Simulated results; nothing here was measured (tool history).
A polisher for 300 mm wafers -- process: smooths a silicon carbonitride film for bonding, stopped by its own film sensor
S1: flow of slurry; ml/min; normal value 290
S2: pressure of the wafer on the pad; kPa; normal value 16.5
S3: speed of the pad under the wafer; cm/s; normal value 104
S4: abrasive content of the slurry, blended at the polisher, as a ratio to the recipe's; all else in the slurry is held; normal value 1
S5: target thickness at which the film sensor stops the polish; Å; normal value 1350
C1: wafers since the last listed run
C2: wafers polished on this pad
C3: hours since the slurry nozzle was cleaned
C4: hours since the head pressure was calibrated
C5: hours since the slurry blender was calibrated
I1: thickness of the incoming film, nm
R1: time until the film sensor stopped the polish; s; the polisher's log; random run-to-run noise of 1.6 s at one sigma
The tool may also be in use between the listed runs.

run 1 day=0.000 | S1=290 S2=16.5 S3=104 S4=1 S5=1260 | C1=0 C2=163 C3=391.5 C4=922.2 C5=265.3 | I1=169.4 | R1=146.4
run 2 day=0.442 | S1=290 S2=16.5 S3=104 S4=1 S5=1400 | C1=80 C2=244 C3=402.1 C4=932.8 C5=275.9 | I1=172.8 | R1=111.7
run 3 day=1.754 | S1=290 S2=16.5 S3=104 S4=1 S5=1350 | C1=240 C2=484 C3=433.6 C4=964.3 C5=307.4 | I1=170.8 | R1=116.7
run 4 day=2.104 | S1=290 S2=16.5 S3=104 S4=1 S5=1350 | C1=64 C2=548 C3=442.0 C4=972.7 C5=315.8 | I1=171.9 | R1=119.1
run 5 day=2.667 | S1=290 S2=17.9 S3=104 S4=1 S5=1350 | C1=102 C2=651 C3=455.5 C4=986.2 C5=329.3 | I1=171.1 | R1=111.7
run 6 day=3.171 | S1=290 S2=17.9 S3=104 S4=1 S5=1350 | C1=92 C2=743 C3=467.6 C4=998.3 C5=341.4 | I1=170.0 | R1=108.8
run 7 day=3.900 | S1=290 S2=16.5 S3=86 S4=1 S5=1350 | C1=133 C2=877 C3=485.1 C4=1015.8 C5=358.9 | I1=169.2 | R1=123.4
-- day=4.079 slurry blender recalibrated
run 8 day=4.329 | S1=290 S2=16.5 S3=86 S4=1 S5=1350 | C1=63 C2=940 C3=495.4 C4=1026.1 C5=6.0 | I1=170.8 | R1=122.3
run 9 day=4.912 | S1=290 S2=16.5 S3=86 S4=1 S5=1350 | C1=106 C2=1047 C3=509.4 C4=1040.1 C5=20.0 | I1=169.0 | R1=115.6
run 10 day=5.312 | S1=290 S2=16.5 S3=128 S4=1 S5=1350 | C1=73 C2=1120 C3=519.0 C4=1049.7 C5=29.6 | I1=171.7 | R1=101.1
run 11 day=5.875 | S1=290 S2=16.5 S3=128 S4=1 S5=1350 | C1=102 C2=1223 C3=532.5 C4=1063.2 C5=43.1 | I1=171.6 | R1=102.8
-- day=6.183 worn pad replaced by a new one
run 12 day=6.204 | S1=290 S2=16.5 S3=92 S4=1 S5=1450 | C1=29 C2=3 C3=540.4 C4=1071.1 C5=51.0 | I1=168.9 | R1=82.0
run 13 day=6.479 | S1=290 S2=16.5 S3=104 S4=1 S5=1350 | C1=50 C2=53 C3=547.0 C4=1077.7 C5=57.6 | I1=169.9 | R1=112.9
run 14 day=7.167 | S1=290 S2=13.1 S3=104 S4=1 S5=1350 | C1=125 C2=179 C3=563.5 C4=1094.2 C5=74.1 | I1=169.1 | R1=133.6
run 15 day=7.821 | S1=390 S2=21.4 S3=140 S4=1 S5=1270 | C1=119 C2=299 C3=579.2 C4=1109.9 C5=89.8 | I1=167.1 | R1=84.4
run 16 day=8.396 | S1=365 S2=14.5 S3=104 S4=1 S5=1290 | C1=105 C2=404 C3=593.0 C4=1123.7 C5=103.6 | I1=171.0 | R1=152.9
run 17 day=9.038 | S1=290 S2=11.7 S3=86 S4=1 S5=1350 | C1=117 C2=522 C3=608.4 C4=1139.1 C5=119.0 | I1=167.3 | R1=160.2

For run 18, what comes out?
run 18 day=9.567 | S1=290 S2=16.5 S3=104 S4=1 S5=1350 | C1=96 C2=618 C3=621.1 C4=1151.8 C5=131.7 | I1=169.3 | R1=?

R1: 112.7 s
With no hidden state in the tool, this same run would have given R1 103.3 s.
